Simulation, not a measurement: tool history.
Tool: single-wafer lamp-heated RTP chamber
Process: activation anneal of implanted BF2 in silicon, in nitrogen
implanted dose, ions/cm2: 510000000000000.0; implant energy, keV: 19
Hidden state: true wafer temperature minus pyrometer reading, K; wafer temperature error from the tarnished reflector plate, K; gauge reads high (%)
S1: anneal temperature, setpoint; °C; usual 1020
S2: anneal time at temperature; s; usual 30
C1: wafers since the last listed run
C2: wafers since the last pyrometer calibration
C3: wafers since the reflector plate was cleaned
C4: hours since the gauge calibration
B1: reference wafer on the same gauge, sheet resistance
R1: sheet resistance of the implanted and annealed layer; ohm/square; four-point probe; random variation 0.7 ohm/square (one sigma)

Run 1, hour 0: usual settings but S1 1027 °C; C1 0; C2 1714; C3 2729; C4 292.4; B1 293.96. Result: R1 255.33 ohm/square.
Run 2, hour 25.8: usual settings but S1 1027 °C; C1 251; C2 1965; C3 2981; C4 318.2; B1 294.11. Result: R1 255.19 ohm/square.
Run 3, hour 66.8: usual settings but S2 25 s; C1 399; C2 2364; C3 3380; C4 359.2; B1 293.73. Result: R1 259.02 ohm/square.
Run 4, hour 98.6: usual settings but S1 1011 °C; C1 309; C2 2674; C3 3689; C4 391; B1 294.09. Result: R1 261.69 ohm/square.
Run 5, hour 138.2: usual settings but S1 1011 °C; C1 385; C2 3060; C3 4075; C4 430.6; B1 294.19. Result: R1 261.75 ohm/square.
Run 6, hour 196.7: usual settings; C1 569; C2 3629; C3 4645; C4 489.1; B1 294.05. Result: R1 256.76 ohm/square.
Run 7, hour 242.2: usual settings but S1 1040 °C, S2 24 s; C1 443; C2 4072; C3 5088; C4 534.6; B1 293.61. Result: R1 251.48 ohm/square.
Run 8, hour 278.8: usual settings but S1 1040 °C, S2 24 s; C1 356; C2 4429; C3 5444; C4 571.2; B1 294.1. Result: R1 252.22 ohm/square.
Run 9, hour 327: usual settings but S1 1040 °C, S2 24 s; C1 469; C2 4898; C3 5914; C4 619.4; B1 294.04. Result: R1 250.66 ohm/square.
Run 10, hour 362.4: usual settings but S1 1044 °C, S2 41 s; C1 344; C2 5243; C3 6258; C4 654.8; B1 294.1. Result: R1 245.09 ohm/square.
At hour 402.8: reflector plate cleaned.
Run 11, hour 403.3: usual settings but S2 38 s; C1 320; C2 5563; C3 5; C4 695.7; B1 294.13. Result: R1 255.55 ohm/square.
At hour 454.6: pyrometer window cleaned and pyrometer calibrated.
Run 12, hour 464.7: usual settings but S1 1001 °C, S2 46 s; C1 520; C2 98; C3 525; C4 757.1; B1 293.99. Result: R1 264.17 ohm/square.
Run 13, hour 516.2: usual settings but S1 1012 °C, S2 15 s; C1 501; C2 600; C3 1026; C4 808.6; B1 293.84. Result: R1 272.17 ohm/square.
Run 14, hour 585.9: usual settings but S1 1036 °C; C1 678; C2 1278; C3 1705; C4 878.3; B1 293.79. Result: R1 252.54 ohm/square.
Run 15, hour 630.6: usual settings; C1 435; C2 1714; C3 2140; C4 923; B1 294.13. Result: R1 258.74 ohm/square.
At hour 655.2: gauge calibrated.
Run 16, hour 693.4: usual settings; C1 611; C2 2325; C3 2752; C4 38.2; B1 293.73. Result: R1 257.15 ohm/square.
Run 17, hour 755: usual settings but S1 1034 °C, S2 41 s; C1 599; C2 2925; C3 3352; C4 99.8; B1 294.23. Result: R1 247.51 ohm/square.
Run 18, hour 790.3: usual settings but S1 1032 °C; C1 343; C2 3269; C3 3696; C4 135.1; B1 294.28. Result: R1 252.35 ohm/square.
Run 19, hour 838.8: usual settings but S1 1003 °C, S2 24 s; C1 472; C2 3741; C3 4168; C4 183.6; B1 294.13. Result: R1 266.96 ohm/square.

Forecast each of these 5 alternatives for the next run:
Run A, hour 839.2: usual settings; C1 3; C2 3745; C3 4172; C4 184; B1 ?. Result: R1 ?.
Run B, hour 839.2: usual settings but S2 46 s; C1 3; C2 3745; C3 4172; C4 184; B1 ?. Result: R1 ?.
Run C, hour 839.2: usual settings but S1 1010 °C, S2 35 s; C1 3; C2 3745; C3 4172; C4 184; B1 ?. Result: R1 ?.
Run D, hour 839.2: usual settings but S1 1000 °C; C1 3; C2 3745; C3 4172; C4 184; B1 ?. Result: R1 ?.
Run E, hour 839.2: usual settings but S1 1038 °C, S2 37 s; C1 3; C2 3745; C3 4172; C4 184; B1 ?. Result: R1 ?.

run      B1      R1
  A  294.08  256.24
  B  294.08  250.71
  C  294.08  258.57
  D  294.08  265.29
  E  294.08  247.69
Without the tool's hidden state the same runs would have given:
run      R1
  A  262.02
  B  256.02
  C  264.77
  D  272.07
  E  251.67

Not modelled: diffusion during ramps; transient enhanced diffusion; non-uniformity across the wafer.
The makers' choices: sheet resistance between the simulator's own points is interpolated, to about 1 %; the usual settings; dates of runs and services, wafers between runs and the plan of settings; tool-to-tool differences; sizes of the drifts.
